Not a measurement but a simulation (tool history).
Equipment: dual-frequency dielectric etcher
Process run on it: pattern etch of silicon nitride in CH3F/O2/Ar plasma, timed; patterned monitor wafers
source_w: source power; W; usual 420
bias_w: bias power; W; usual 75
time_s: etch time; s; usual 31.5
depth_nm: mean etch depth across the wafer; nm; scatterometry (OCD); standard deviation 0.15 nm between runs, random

run     day  source_w  bias_w  time_s  read-back reference wafer on the same gauge, depth_nm  depth_nm
  1   0.000       420      75    31.5                                                  21.21     23.35
      1.233  -- bias power generator calibrated
  2   3.233       420      75    31.5                                                  21.14     23.17
  3   6.067       420      75    31.5                                                  21.16     23.32
  4  10.525       420      67    31.5                                                  21.09     21.93
  5  12.225       420      67    31.5                                                  21.08     21.92
  6  16.388       500      64    31.5                                                  21.09     23.31
     18.738  -- wet clean of the chamber
  7  20.138       500      64    31.5                                                  21.03     23.36
  8  22.862       500      64    31.5                                                  21.01     23.11
  9  25.258       420      88    31.5                                                  20.98     24.61
 10  27.312       420      88    31.5                                                  20.96     24.63
 11  30.104       420      88    31.5                                                  20.97     24.82
 12  32.946       420      75    25.0                                                  20.92     18.27
     35.029  -- source power generator calibrated
     37.779  -- wet clean of the chamber
 13  37.800       340      89    37.5                                                  20.91     26.59
 14  40.692       350      86    39.5                                                  20.85     28.13
     44.042  -- upper electrode replaced
 15  44.575       360      63    41.0                                                  20.84     25.03
 16  46.988       420      83    37.5                                                  20.78     28.27
 17  51.104       420      75    31.5                                                  20.78     22.82
 18  54.338       330      70    31.5                                                  20.75     19.33
     56.571  -- wet clean of the chamber
 19  56.738       460      68    34.0                                                  20.73     24.46
 20  59.850       360      87    39.0                                                  20.71     27.78

Expected results for the next run?
 21  64.342       350      88    35.0                                                      ?         ?

read-back reference wafer on the same gauge, depth_nm: 20.65
depth_nm: 24.66 nm
If the tool had no hidden condition, the same run with the same run-to-run variation would have returned depth_nm 25.42 nm.

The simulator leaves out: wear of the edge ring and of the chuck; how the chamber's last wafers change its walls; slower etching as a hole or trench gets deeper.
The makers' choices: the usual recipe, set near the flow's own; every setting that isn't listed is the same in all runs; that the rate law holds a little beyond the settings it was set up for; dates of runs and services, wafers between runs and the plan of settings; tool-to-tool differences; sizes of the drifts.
